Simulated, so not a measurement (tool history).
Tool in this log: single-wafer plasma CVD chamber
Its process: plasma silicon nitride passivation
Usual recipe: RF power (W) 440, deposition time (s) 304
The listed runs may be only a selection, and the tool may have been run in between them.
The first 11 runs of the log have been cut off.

run,hour,RF power (W),deposition time (s),"read-back reference wafer on the same gauge, thickness_nm",mean film thickness on the monitor wafer (nm)
12,139.9,440,340,449.999,420.588
13,151.5,405,304,450.142,369.636
14,164.4,440,304,450.105,376.772
15,180,440,304,450.033,375.908
# hour 203.7: showerhead replaced
16,204.2,440,304,450.018,377.189
17,209.4,440,304,449.95,375.823
# hour 217.2: gauge calibrated
18,219.2,440,304,450.023,376.082
19,228.7,440,304,450.087,376.445
20,234.8,440,304,449.984,375.999
21,249.1,440,304,450.095,376.6
22,265,355,304,450.182,361.209

For run 23, what comes out?
23,272.1,410,269,?,?

Run 23 measured read-back reference wafer on the same gauge, thickness_nm 450.035, mean film thickness on the monitor wafer (nm) 327.598.
Without the tool's hidden state the same run would have given mean film thickness on the monitor wafer (nm) 333.678.
